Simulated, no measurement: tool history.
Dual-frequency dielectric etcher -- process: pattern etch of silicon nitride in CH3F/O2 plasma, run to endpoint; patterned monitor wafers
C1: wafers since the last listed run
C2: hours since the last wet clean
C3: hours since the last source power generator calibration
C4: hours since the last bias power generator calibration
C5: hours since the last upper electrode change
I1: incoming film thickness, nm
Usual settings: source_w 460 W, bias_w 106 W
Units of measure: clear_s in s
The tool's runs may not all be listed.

Run 1, day 0.000: usual settings but bias_w 122 W; C1 0; C2 223.2; C3 4941.3; C4 1956.7; C5 3352.1; I1 61.4. Result: clear_s 56.7 s.
At day 0.462: source power generator calibrated.
Run 2, day 0.483: usual settings but bias_w 122 W; C1 53; C2 234.8; C3 0.5; C4 1968.3; C5 3363.7; I1 61.4. Result: clear_s 57.5 s.
Run 3, day 0.942: usual settings; C1 77; C2 245.8; C3 11.5; C4 1979.3; C5 3374.7; I1 61.1. Result: clear_s 60.2 s.
Run 4, day 1.321: usual settings; C1 64; C2 254.9; C3 20.6; C4 1988.4; C5 3383.8; I1 61.3. Result: clear_s 59.3 s.
Run 5, day 1.700: usual settings; C1 64; C2 264.0; C3 29.7; C4 1997.5; C5 3392.9; I1 62.2. Result: clear_s 60.2 s.
Run 6, day 2.083: usual settings; C1 65; C2 273.2; C3 38.9; C4 2006.7; C5 3402.1; I1 61.7. Result: clear_s 59.3 s.
Run 7, day 4.142: usual settings but source_w 550 W; C1 349; C2 322.6; C3 88.3; C4 2056.1; C5 3451.5; I1 61.9. Result: clear_s 57.4 s.
At day 4.783: bias power generator calibrated.
At day 5.733: upper electrode replaced.
Run 8, day 5.754: usual settings but source_w 550 W; C1 84; C2 361.3; C3 127.0; C4 23.3; C5 0.5; I1 61.4. Result: clear_s 56.7 s.
Run 9, day 5.771: usual settings but bias_w 90 W; C1 2; C2 361.7; C3 127.4; C4 23.7; C5 0.9; I1 61.6. Result: clear_s 62.5 s.
Run 10, day 5.829: usual settings but bias_w 90 W; C1 9; C2 363.1; C3 128.8; C4 25.1; C5 2.3; I1 61.1. Result: clear_s 62.5 s.
Run 11, day 6.467: usual settings but bias_w 90 W; C1 108; C2 378.4; C3 144.1; C4 40.4; C5 17.6; I1 61.4. Result: clear_s 63.3 s.
At day 7.792: wet clean of the chamber.
Run 12, day 7.812: usual settings but source_w 370 W, bias_w 132 W; C1 58; C2 0.5; C3 176.4; C4 72.7; C5 49.9; I1 61.6. Result: clear_s 59.7 s.
Run 13, day 7.829: usual settings but source_w 570 W, bias_w 130 W; C1 2; C2 0.9; C3 176.8; C4 73.1; C5 50.3; I1 61.3. Result: clear_s 51.9 s.
Run 14, day 7.846: usual settings but source_w 370 W, bias_w 132 W; C1 2; C2 1.3; C3 177.2; C4 73.5; C5 50.7; I1 61.5. Result: clear_s 59.8 s.
Run 15, day 8.229: usual settings; C1 65; C2 10.5; C3 186.4; C4 82.7; C5 59.9; I1 61.4. Result: clear_s 59.4 s.
Run 16, day 8.700: usual settings but source_w 400 W, bias_w 99 W; C1 80; C2 21.8; C3 197.7; C4 94.0; C5 71.2; I1 61.0. Result: clear_s 63.8 s.
Run 17, day 9.162: usual settings; C1 78; C2 32.9; C3 208.8; C4 105.1; C5 82.3; I1 61.4. Result: clear_s 59.4 s.
Run 18, day 9.496: usual settings but source_w 510 W, bias_w 94 W; C1 56; C2 40.9; C3 216.8; C4 113.1; C5 90.3; I1 61.4. Result: clear_s 59.6 s.
Run 19, day 9.925: usual settings but source_w 500 W, bias_w 125 W; C1 72; C2 51.2; C3 227.1; C4 123.4; C5 100.6; I1 61.3. Result: clear_s 55.0 s.
Run 20, day 10.404: usual settings but source_w 390 W, bias_w 95 W; C1 81; C2 62.7; C3 238.6; C4 134.9; C5 112.1; I1 61.4. Result: clear_s 66.4 s.
Run 21, day 10.775: usual settings but bias_w 89 W; C1 63; C2 71.6; C3 247.5; C4 143.8; C5 121.0; I1 61.6. Result: clear_s 63.1 s.
Run 22, day 11.150: usual settings but source_w 570 W; C1 63; C2 80.6; C3 256.5; C4 152.8; C5 130.0; I1 61.9. Result: clear_s 56.2 s.
Run 23, day 11.588: usual settings but bias_w 126 W; C1 74; C2 91.1; C3 267.0; C4 163.3; C5 140.5; I1 61.6. Result: clear_s 55.9 s.
Run 24, day 11.946: usual settings but source_w 490 W, bias_w 91 W; C1 60; C2 99.7; C3 275.6; C4 171.9; C5 149.1; I1 61.5. Result: clear_s 61.5 s.
Run 25, day 12.358: usual settings; C1 70; C2 109.6; C3 285.5; C4 181.8; C5 159.0; I1 61.5. Result: clear_s 60.0 s.
Run 26, day 12.696: usual settings; C1 57; C2 117.7; C3 293.6; C4 189.9; C5 167.1; I1 61.3. Result: clear_s 59.3 s.
Run 27, day 13.367: usual settings; C1 114; C2 133.8; C3 309.7; C4 206.0; C5 183.2; I1 61.8. Result: clear_s 60.3 s.
Run 28, day 13.804: usual settings but source_w 390 W, bias_w 125 W; C1 74; C2 144.3; C3 320.2; C4 216.5; C5 193.7; I1 61.3. Result: clear_s 59.3 s.
Run 29, day 14.458: usual settings but source_w 550 W, bias_w 82 W; C1 111; C2 160.0; C3 335.9; C4 232.2; C5 209.4; I1 61.2. Result: clear_s 61.2 s.
Run 30, day 14.950: usual settings but source_w 400 W, bias_w 99 W; C1 83; C2 171.8; C3 347.7; C4 244.0; C5 221.2; I1 61.5. Result: clear_s 63.6 s.
Run 31, day 16.967: usual settings but source_w 540 W, bias_w 84 W; C1 342; C2 220.2; C3 396.1; C4 292.4; C5 269.6; I1 61.7. Result: clear_s 60.4 s.
Run 32, day 17.625: usual settings but bias_w 122 W; C1 111; C2 236.0; C3 411.9; C4 308.2; C5 285.4; I1 61.5. Result: clear_s 56.6 s.
Run 33, day 18.338: usual settings; C1 121; C2 253.1; C3 429.0; C4 325.3; C5 302.5; I1 61.9. Result: clear_s 60.4 s.
Run 34, day 18.679: usual settings but source_w 530 W, bias_w 94 W; C1 58; C2 261.3; C3 437.2; C4 333.5; C5 310.7; I1 61.7. Result: clear_s 59.2 s.
Run 35, day 19.225: usual settings but source_w 340 W, bias_w 132 W; C1 92; C2 274.4; C3 450.3; C4 346.6; C5 323.8; I1 61.8. Result: clear_s 62.1 s.

Here are 5 independent what-if runs from the current tool condition. What would each one return?
Run A, day 19.246: usual settings; C1 3; C2 274.9; C3 450.8; C4 347.1; C5 324.3; I1 61.2. Result: clear_s ?.
Run B, day 19.246: usual settings but source_w 510 W; C1 3; C2 274.9; C3 450.8; C4 347.1; C5 324.3; I1 61.2. Result: clear_s ?.
Run C, day 19.246: usual settings but source_w 410 W, bias_w 94 W; C1 3; C2 274.9; C3 450.8; C4 347.1; C5 324.3; I1 61.2. Result: clear_s ?.
Run D, day 19.246: usual settings but source_w 370 W, bias_w 81 W; C1 3; C2 274.9; C3 450.8; C4 347.1; C5 324.3; I1 61.2. Result: clear_s ?.
Run E, day 19.246: usual settings but source_w 510 W, bias_w 84 W; C1 3; C2 274.9; C3 450.8; C4 347.1; C5 324.3; I1 61.2. Result: clear_s ?.

run  clear_s
  A     59.5
  B     57.5
  C     64.2
  D     69.3
  E     61.5
With the hidden condition removed and each run's random variation left untouched, the same runs would have given:
run  clear_s
  A     59.5
  B     57.5
  C     64.2
  D     69.3
  E     61.5
